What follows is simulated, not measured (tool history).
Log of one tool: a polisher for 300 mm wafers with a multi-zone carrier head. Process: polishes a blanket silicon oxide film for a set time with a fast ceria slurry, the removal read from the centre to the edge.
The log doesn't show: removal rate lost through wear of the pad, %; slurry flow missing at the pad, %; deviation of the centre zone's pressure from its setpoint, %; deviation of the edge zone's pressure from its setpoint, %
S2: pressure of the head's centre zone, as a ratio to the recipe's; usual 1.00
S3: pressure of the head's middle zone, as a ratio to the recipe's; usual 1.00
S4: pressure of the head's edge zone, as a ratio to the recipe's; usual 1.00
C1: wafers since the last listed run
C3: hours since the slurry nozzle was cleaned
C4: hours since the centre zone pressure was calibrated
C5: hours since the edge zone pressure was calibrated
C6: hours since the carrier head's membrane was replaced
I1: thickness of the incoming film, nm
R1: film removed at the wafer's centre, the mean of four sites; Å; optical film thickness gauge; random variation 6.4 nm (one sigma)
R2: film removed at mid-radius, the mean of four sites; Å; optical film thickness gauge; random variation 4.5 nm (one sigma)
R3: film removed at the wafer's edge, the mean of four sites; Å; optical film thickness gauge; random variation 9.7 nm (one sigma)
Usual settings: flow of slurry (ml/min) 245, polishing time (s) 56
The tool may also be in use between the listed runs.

{"run": 1, "hour": 0.0, "flow of slurry (ml/min)": 245, "S2": 0.95, "S3": 1.0, "S4": 1.04, "polishing time (s)": 56, "C1": 0, "wafers polished on this pad": 611, "C3": 144.9, "C4": 1358.9, "C5": 483.3, "C6": 1018.9, "I1": 3913.5, "R1": 5929, "R2": 6257, "R3": 6302}
{"run": 2, "hour": 13.0, "flow of slurry (ml/min)": 245, "S2": 0.95, "S3": 1.0, "S4": 1.04, "polishing time (s)": 56, "C1": 102, "wafers polished on this pad": 713, "C3": 157.9, "C4": 1371.9, "C5": 496.3, "C6": 1031.9, "I1": 3880.2, "R1": 6015, "R2": 6188, "R3": 6167}
{"hour": 21.0, "done": "worn pad replaced by a new one"}
{"hour": 22.3, "done": "centre zone pressure recalibrated"}
{"run": 3, "hour": 30.6, "flow of slurry (ml/min)": 245, "S2": 0.95, "S3": 1.0, "S4": 1.04, "polishing time (s)": 56, "C1": 97, "wafers polished on this pad": 65, "C3": 175.5, "C4": 8.3, "C5": 513.9, "C6": 1049.5, "I1": 3875.3, "R1": 6284, "R2": 6427, "R3": 6462}
{"run": 4, "hour": 44.6, "flow of slurry (ml/min)": 245, "S2": 1.0, "S3": 1.0, "S4": 1.0, "polishing time (s)": 56, "C1": 110, "wafers polished on this pad": 176, "C3": 189.5, "C4": 22.3, "C5": 527.9, "C6": 1063.5, "I1": 3801.4, "R1": 6529, "R2": 6502, "R3": 6303}
{"hour": 51.4, "done": "carrier head's membrane replaced by a new one"}
{"run": 5, "hour": 60.7, "flow of slurry (ml/min)": 245, "S2": 1.0, "S3": 1.0, "S4": 0.91, "polishing time (s)": 63, "C1": 87, "wafers polished on this pad": 264, "C3": 205.6, "C4": 38.4, "C5": 544.0, "C6": 9.3, "I1": 3863.7, "R1": 7342, "R2": 7256, "R3": 6844}
{"run": 6, "hour": 74.7, "flow of slurry (ml/min)": 245, "S2": 0.93, "S3": 0.88, "S4": 1.0, "polishing time (s)": 56, "C1": 110, "wafers polished on this pad": 375, "C3": 219.6, "C4": 52.4, "C5": 558.0, "C6": 23.3, "I1": 3853.5, "R1": 5913, "R2": 5706, "R3": 6281}
{"run": 7, "hour": 88.0, "flow of slurry (ml/min)": 245, "S2": 1.0, "S3": 1.0, "S4": 1.0, "polishing time (s)": 56, "C1": 105, "wafers polished on this pad": 480, "C3": 232.9, "C4": 65.7, "C5": 571.3, "C6": 36.6, "I1": 3903.2, "R1": 6378, "R2": 6312, "R3": 6225}
{"run": 8, "hour": 97.7, "flow of slurry (ml/min)": 180, "S2": 1.07, "S3": 1.0, "S4": 1.0, "polishing time (s)": 56, "C1": 76, "wafers polished on this pad": 557, "C3": 242.6, "C4": 75.4, "C5": 581.0, "C6": 46.3, "I1": 3884.6, "R1": 6675, "R2": 6090, "R3": 6070}
{"hour": 112.5, "done": "worn pad replaced by a new one"}
{"run": 9, "hour": 115.0, "flow of slurry (ml/min)": 205, "S2": 0.9, "S3": 1.0, "S4": 1.0, "polishing time (s)": 43, "C1": 105, "wafers polished on this pad": 19, "C3": 259.9, "C4": 92.7, "C5": 598.3, "C6": 63.6, "I1": 3832.6, "R1": 4449, "R2": 4882, "R3": 4899}
{"run": 10, "hour": 121.4, "flow of slurry (ml/min)": 300, "S2": 1.12, "S3": 1.0, "S4": 1.0, "polishing time (s)": 56, "C1": 50, "wafers polished on this pad": 70, "C3": 266.3, "C4": 99.1, "C5": 604.7, "C6": 70.0, "I1": 3863.4, "R1": 7594, "R2": 6617, "R3": 6496}
{"hour": 128.9, "done": "edge zone pressure recalibrated"}
{"run": 11, "hour": 132.8, "flow of slurry (ml/min)": 245, "S2": 1.0, "S3": 1.0, "S4": 1.0, "polishing time (s)": 56, "C1": 74, "wafers polished on this pad": 144, "C3": 277.7, "C4": 110.5, "C5": 3.9, "C6": 81.4, "I1": 3841.9, "R1": 6568, "R2": 6488, "R3": 6446}
{"run": 12, "hour": 145.9, "flow of slurry (ml/min)": 245, "S2": 1.0, "S3": 1.0, "S4": 1.06, "polishing time (s)": 56, "C1": 103, "wafers polished on this pad": 248, "C3": 290.8, "C4": 123.6, "C5": 17.0, "C6": 94.5, "I1": 3804.8, "R1": 6561, "R2": 6397, "R3": 6508}
{"hour": 154.3, "done": "slurry nozzle cleaned"}
{"run": 13, "hour": 161.0, "flow of slurry (ml/min)": 180, "S2": 1.06, "S3": 1.0, "S4": 1.0, "polishing time (s)": 37, "C1": 111, "wafers polished on this pad": 359, "C3": 6.7, "C4": 138.7, "C5": 32.1, "C6": 109.6, "I1": 3899.6, "R1": 4439, "R2": 4155, "R3": 4110}
{"run": 14, "hour": 167.9, "flow of slurry (ml/min)": 245, "S2": 1.0, "S3": 1.0, "S4": 1.0, "polishing time (s)": 56, "C1": 54, "wafers polished on this pad": 414, "C3": 13.6, "C4": 145.6, "C5": 39.0, "C6": 116.5, "I1": 3845.1, "R1": 6396, "R2": 6393, "R3": 6305}
{"hour": 198.3, "done": "worn pad replaced by a new one"}
{"run": 15, "hour": 211.8, "flow of slurry (ml/min)": 245, "S2": 0.9, "S3": 1.06, "S4": 0.94, "polishing time (s)": 56, "C1": 315, "wafers polished on this pad": 106, "C3": 57.5, "C4": 189.5, "C5": 82.9, "C6": 160.4, "I1": 3802.8, "R1": 5979, "R2": 6877, "R3": 6120}
{"run": 16, "hour": 225.8, "flow of slurry (ml/min)": 325, "S2": 1.0, "S3": 1.0, "S4": 1.0, "polishing time (s)": 49, "C1": 110, "wafers polished on this pad": 217, "C3": 71.5, "C4": 203.5, "C5": 96.9, "C6": 174.4, "I1": 3863.1, "R1": 5944, "R2": 5820, "R3": 5657}
{"run": 17, "hour": 242.2, "flow of slurry (ml/min)": 245, "S2": 1.04, "S3": 1.0, "S4": 0.95, "polishing time (s)": 45, "C1": 129, "wafers polished on this pad": 347, "C3": 87.9, "C4": 219.9, "C5": 113.3, "C6": 190.8, "I1": 3866.0, "R1": 5442, "R2": 5255, "R3": 5076}
{"run": 18, "hour": 252.1, "flow of slurry (ml/min)": 245, "S2": 0.89, "S3": 1.0, "S4": 1.0, "polishing time (s)": 56, "C1": 78, "wafers polished on this pad": 425, "C3": 97.8, "C4": 229.8, "C5": 123.2, "C6": 200.7, "I1": 3815.5, "R1": 5903, "R2": 6498, "R3": 6360}
{"run": 19, "hour": 276.0, "flow of slurry (ml/min)": 245, "S2": 1.0, "S3": 1.0, "S4": 1.0, "polishing time (s)": 56, "C1": 189, "wafers polished on this pad": 614, "C3": 121.7, "C4": 253.7, "C5": 147.1, "C6": 224.6, "I1": 3916.4, "R1": 6326, "R2": 6244, "R3": 6273}
{"hour": 284.3, "done": "worn pad replaced by a new one"}
{"run": 20, "hour": 285.7, "flow of slurry (ml/min)": 245, "S2": 0.92, "S3": 0.9, "S4": 0.91, "polishing time (s)": 56, "C1": 45, "wafers polished on this pad": 11, "C3": 131.4, "C4": 263.4, "C5": 156.8, "C6": 234.3, "I1": 3831.3, "R1": 6047, "R2": 5928, "R3": 6141}

Run 21 comes next. What will it give?
{"run": 21, "hour": 299.5, "flow of slurry (ml/min)": 245, "S2": 1.0, "S3": 1.0, "S4": 0.93, "polishing time (s)": 56, "C1": 109, "wafers polished on this pad": 120, "C3": 145.2, "C4": 277.2, "C5": 170.6, "C6": 248.1, "I1": 3893.2, "R1": "?", "R2": "?", "R3": "?"}

R1: 6585 Å
R2: 6506 Å
R3: 6314 Å
Without the tool's hidden state the same run would have given R1 6612 Å, R2 6534 Å, R3 6341 Å.
